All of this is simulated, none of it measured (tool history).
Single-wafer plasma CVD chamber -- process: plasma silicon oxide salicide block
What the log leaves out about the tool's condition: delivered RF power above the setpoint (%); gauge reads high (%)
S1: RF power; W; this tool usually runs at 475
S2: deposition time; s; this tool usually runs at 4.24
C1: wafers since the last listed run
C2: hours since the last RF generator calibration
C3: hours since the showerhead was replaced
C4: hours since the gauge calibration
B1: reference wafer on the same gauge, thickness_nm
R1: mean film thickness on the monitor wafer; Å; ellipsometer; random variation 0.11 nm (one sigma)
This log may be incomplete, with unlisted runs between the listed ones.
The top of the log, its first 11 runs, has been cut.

run,day,S1,S2,C1,C2,C3,C4,B1,R1
12,43.746,550,4.24,2255,776.5,4179.8,2759.5,36.564,401.33
13,46.329,475,4.24,1536,838.5,4241.8,2821.5,36.633,393.46
14,59.058,475,4.24,7573,1144,4547.3,3127,36.61,389.81
15,62.708,475,4.24,2171,1231.6,4634.9,3214.6,36.597,390.13
# day 63.258: RF generator calibrated
16,66.021,475,4.24,1772,66.3,4714.4,3294.1,36.613,386.39
17,70.371,565,3.58,2587,170.7,4818.8,3398.5,36.583,338.1
18,74.058,400,4.24,2193,259.2,4907.3,3487,36.652,375.84
19,78.146,475,4.24,2431,357.3,5005.4,3585.1,36.626,388.86
# day 78.204: gauge calibrated
20,86.104,555,3.53,4734,548.3,5196.4,189.6,36.612,331.77
# day 87.808: RF generator calibrated, repeated, since the last time left the tool worse
21,88.467,475,4.24,1207,15.8,5253.1,246.3,36.614,392.83
22,92.729,475,4.24,2535,118.1,5355.4,348.6,36.595,394.73
# day 94.379: showerhead replaced
23,104.388,505,4.91,6737,397.9,240.2,628.4,36.604,458.68
24,108.525,555,3.46,2461,497.2,339.5,727.7,36.589,328.39
25,112.438,550,3.71,2327,591.1,433.4,821.6,36.63,349.85
26,115.433,475,4.24,1782,663,505.3,893.5,36.576,393.33
27,117.871,520,3.57,1450,721.5,563.8,952,36.571,333.9
28,131.362,560,4.67,8026,1045.3,887.6,1275.8,36.584,445.01
29,134.142,475,4.24,1653,1112,954.3,1342.5,36.595,389.51
30,136.825,540,3.42,1596,1176.4,1018.7,1406.9,36.648,320.25
31,139.154,475,4.24,1385,1232.3,1074.6,1462.8,36.596,390.26
# day 141.779: RF generator calibrated
32,142.933,420,4.24,2050,27.7,1165.3,1553.5,36.585,384.47

Here are 4 independent what-if runs from the current tool condition. What would each one return?
A,142.95,475,4.24,9,28.1,1165.7,1553.9,?,?
B,142.95,540,3.87,9,28.1,1165.7,1553.9,?,?
C,142.95,435,5.07,9,28.1,1165.7,1553.9,?,?
D,142.95,435,4.24,9,28.1,1165.7,1553.9,?,?

run,B1,R1
A,36.597,393.51
B,36.597,367.65
C,36.597,463.39
D,36.597,387.53
What these runs would have given with no unlogged condition in the tool:
run,R1
A,393.8
B,367.92
C,463.73
D,387.81
